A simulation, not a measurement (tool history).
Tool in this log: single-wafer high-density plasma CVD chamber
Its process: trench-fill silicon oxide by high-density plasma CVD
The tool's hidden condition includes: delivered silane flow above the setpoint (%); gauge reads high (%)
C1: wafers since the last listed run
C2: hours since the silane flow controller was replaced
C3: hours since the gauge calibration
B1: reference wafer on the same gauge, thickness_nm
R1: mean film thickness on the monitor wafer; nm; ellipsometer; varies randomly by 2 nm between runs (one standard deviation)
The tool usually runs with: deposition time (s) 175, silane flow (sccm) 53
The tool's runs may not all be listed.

run 1 hour=0.0 | deposition_time_(s)=175 silane_flow_(sccm)=53 | C1=0 C2=3098.4 C3=205.8 | B1=769.215 | R1=995.262
run 2 hour=15.1 | deposition_time_(s)=175 silane_flow_(sccm)=53 | C1=158 C2=3113.5 C3=220.9 | B1=768.933 | R1=994.078
run 3 hour=22.2 | deposition_time_(s)=175 silane_flow_(sccm)=53 | C1=74 C2=3120.6 C3=228.0 | B1=768.913 | R1=999.621
run 4 hour=31.4 | deposition_time_(s)=175 silane_flow_(sccm)=53 | C1=96 C2=3129.8 C3=237.2 | B1=768.605 | R1=992.900
run 5 hour=46.2 | deposition_time_(s)=175 silane_flow_(sccm)=53 | C1=155 C2=3144.6 C3=252.0 | B1=768.554 | R1=993.721
run 6 hour=53.1 | deposition_time_(s)=175 silane_flow_(sccm)=53 | C1=72 C2=3151.5 C3=258.9 | B1=769.034 | R1=992.016
run 7 hour=69.1 | deposition_time_(s)=175 silane_flow_(sccm)=53 | C1=168 C2=3167.5 C3=274.9 | B1=769.274 | R1=998.828
run 8 hour=85.9 | deposition_time_(s)=175 silane_flow_(sccm)=53 | C1=176 C2=3184.3 C3=291.7 | B1=768.968 | R1=994.800
run 9 hour=96.9 | deposition_time_(s)=175 silane_flow_(sccm)=53 | C1=115 C2=3195.3 C3=302.7 | B1=768.548 | R1=995.825
run 10 hour=129.8 | deposition_time_(s)=175 silane_flow_(sccm)=53 | C1=346 C2=3228.2 C3=335.6 | B1=768.828 | R1=1000.647
run 11 hour=143.9 | deposition_time_(s)=165 silane_flow_(sccm)=50 | C1=148 C2=3242.3 C3=349.7 | B1=768.869 | R1=885.427
run 12 hour=152.8 | deposition_time_(s)=165 silane_flow_(sccm)=50 | C1=93 C2=3251.2 C3=358.6 | B1=769.093 | R1=887.503
run 13 hour=174.1 | deposition_time_(s)=165 silane_flow_(sccm)=50 | C1=224 C2=3272.5 C3=379.9 | B1=769.135 | R1=888.518
run 14 hour=182.5 | deposition_time_(s)=175 silane_flow_(sccm)=53 | C1=88 C2=3280.9 C3=388.3 | B1=768.423 | R1=1000.868
run 15 hour=212.5 | deposition_time_(s)=175 silane_flow_(sccm)=45 | C1=315 C2=3310.9 C3=418.3 | B1=768.821 | R1=849.628
-- hour=217.2 gauge calibrated
-- hour=220.6 silane flow controller replaced
run 16 hour=228.6 | deposition_time_(s)=175 silane_flow_(sccm)=45 | C1=85 C2=8.0 C3=11.4 | B1=768.776 | R1=798.977
run 17 hour=244.1 | deposition_time_(s)=175 silane_flow_(sccm)=45 | C1=163 C2=23.5 C3=26.9 | B1=768.774 | R1=795.970
run 18 hour=253.2 | deposition_time_(s)=175 silane_flow_(sccm)=53 | C1=95 C2=32.6 C3=36.0 | B1=768.727 | R1=943.298
run 19 hour=260.7 | deposition_time_(s)=175 silane_flow_(sccm)=53 | C1=78 C2=40.1 C3=43.5 | B1=769.014 | R1=942.779
run 20 hour=267.5 | deposition_time_(s)=175 silane_flow_(sccm)=48 | C1=71 C2=46.9 C3=50.3 | B1=769.532 | R1=851.874
run 21 hour=280.5 | deposition_time_(s)=175 silane_flow_(sccm)=48 | C1=136 C2=59.9 C3=63.3 | B1=769.023 | R1=853.699
run 22 hour=290.7 | deposition_time_(s)=175 silane_flow_(sccm)=59 | C1=107 C2=70.1 C3=73.5 | B1=769.106 | R1=1045.334
run 23 hour=300.4 | deposition_time_(s)=186 silane_flow_(sccm)=53 | C1=102 C2=79.8 C3=83.2 | B1=769.149 | R1=1001.484
run 24 hour=314.3 | deposition_time_(s)=149 silane_flow_(sccm)=43 | C1=146 C2=93.7 C3=97.1 | B1=769.748 | R1=649.789
run 25 hour=326.5 | deposition_time_(s)=144 silane_flow_(sccm)=48 | C1=128 C2=105.9 C3=109.3 | B1=768.553 | R1=700.322
run 26 hour=334.6 | deposition_time_(s)=153 silane_flow_(sccm)=53 | C1=85 C2=114.0 C3=117.4 | B1=769.094 | R1=820.798
run 27 hour=349.4 | deposition_time_(s)=175 silane_flow_(sccm)=53 | C1=155 C2=128.8 C3=132.2 | B1=769.297 | R1=944.646

Run 28, settings as shown, results not yet in. Your forecast:
run 28 hour=367.3 | deposition_time_(s)=153 silane_flow_(sccm)=53 | C1=188 C2=146.7 C3=150.1 | B1=? | R1=?

Run 28 measured B1 768.816, R1 823.710 nm.
Were there no unlogged condition in the tool, this run, its random variation unchanged, would have produced R1 822.060 nm.

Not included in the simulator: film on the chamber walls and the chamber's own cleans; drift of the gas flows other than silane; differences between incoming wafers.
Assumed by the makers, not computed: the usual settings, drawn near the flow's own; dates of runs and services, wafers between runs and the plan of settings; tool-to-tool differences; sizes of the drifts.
